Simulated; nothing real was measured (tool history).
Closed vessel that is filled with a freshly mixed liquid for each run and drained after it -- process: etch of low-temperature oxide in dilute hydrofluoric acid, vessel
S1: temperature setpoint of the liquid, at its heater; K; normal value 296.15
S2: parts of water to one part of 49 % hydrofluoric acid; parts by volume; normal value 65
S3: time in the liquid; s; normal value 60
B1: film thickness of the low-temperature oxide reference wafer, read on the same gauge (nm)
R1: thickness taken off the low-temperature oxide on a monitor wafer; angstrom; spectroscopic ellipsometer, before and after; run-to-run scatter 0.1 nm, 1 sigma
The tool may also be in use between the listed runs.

Run 1, day 0: usual settings but S1 299.15 K; B1 49.99. Result: R1 402.7 angstrom.
Run 2, day 1.238: usual settings; B1 50. Result: R1 354.3 angstrom.
Run 3, day 2.829: usual settings; B1 50.01. Result: R1 354.2 angstrom.
Run 4, day 5.629: usual settings; B1 50. Result: R1 354.6 angstrom.
Run 5, day 7.329: usual settings but S3 40 s; B1 49.99. Result: R1 236.6 angstrom.
Run 6, day 10.146: usual settings; B1 50.02. Result: R1 356.2 angstrom.
Run 7, day 12.458: usual settings; B1 50. Result: R1 357 angstrom.
Run 8, day 14.633: usual settings but S1 294.65 K; B1 49.97. Result: R1 335.9 angstrom.
Run 9, day 17.438: usual settings but S1 294.65 K; B1 49.98. Result: R1 335.6 angstrom.
Run 10, day 20.121: usual settings; B1 49.99. Result: R1 356.1 angstrom.
Run 11, day 22.683: usual settings but S1 298.65 K, S2 85 parts by volume, S3 75 s; B1 49.96. Result: R1 365.7 angstrom.
Run 12, day 23.946: usual settings but S2 95 parts by volume, S3 40 s; B1 50. Result: R1 156.9 angstrom.
At day 24.129: gauge calibrated.
Run 13, day 25.925: usual settings but S1 299.65 K, S2 45 parts by volume, S3 80 s; B1 50. Result: R1 813.9 angstrom.
Run 14, day 28.317: usual settings; B1 50.03. Result: R1 356.8 angstrom.
At day 29.45: hydrofluoric acid flow meter replaced.
At day 30.133: thermometer replaced.
Run 15, day 30.517: usual settings but S1 299.15 K; B1 50.02. Result: R1 378.8 angstrom.
Run 16, day 32.971: usual settings but S1 292.65 K, S2 75 parts by volume, S3 90 s; B1 49.98. Result: R1 372.6 angstrom.
Run 17, day 34.467: usual settings; B1 49.97. Result: R1 333.5 angstrom.
Run 18, day 37.192: usual settings but S2 85 parts by volume; B1 49.95. Result: R1 250.3 angstrom.
Run 19, day 39.175: usual settings but S2 75 parts by volume; B1 49.98. Result: R1 288.4 angstrom.

Branching from run 19: 5 alternative next runs. What would each branch give?
Run A, day 39.204: usual settings; B1 ?. Result: R1 ?.
Run B, day 39.204: usual settings but S1 291.15 K; B1 ?. Result: R1 ?.
Run C, day 39.204: usual settings but S2 35 parts by volume; B1 ?. Result: R1 ?.
Run D, day 39.204: usual settings but S1 294.65 K, S2 55 parts by volume, S3 95 s; B1 ?. Result: R1 ?.
Run E, day 39.204: usual settings but S2 35 parts by volume, S3 90 s; B1 ?. Result: R1 ?.

run     B1     R1
  A  49.98  336.5
  B  49.98  273.1
  C  49.98    650
  D  49.98  599.4
  E  49.98  975.1
With no hidden state in the tool, these same runs would have given:
run     R1
  A  333.5
  B  270.5
  C  643.8
  D  593.9
  E  965.7
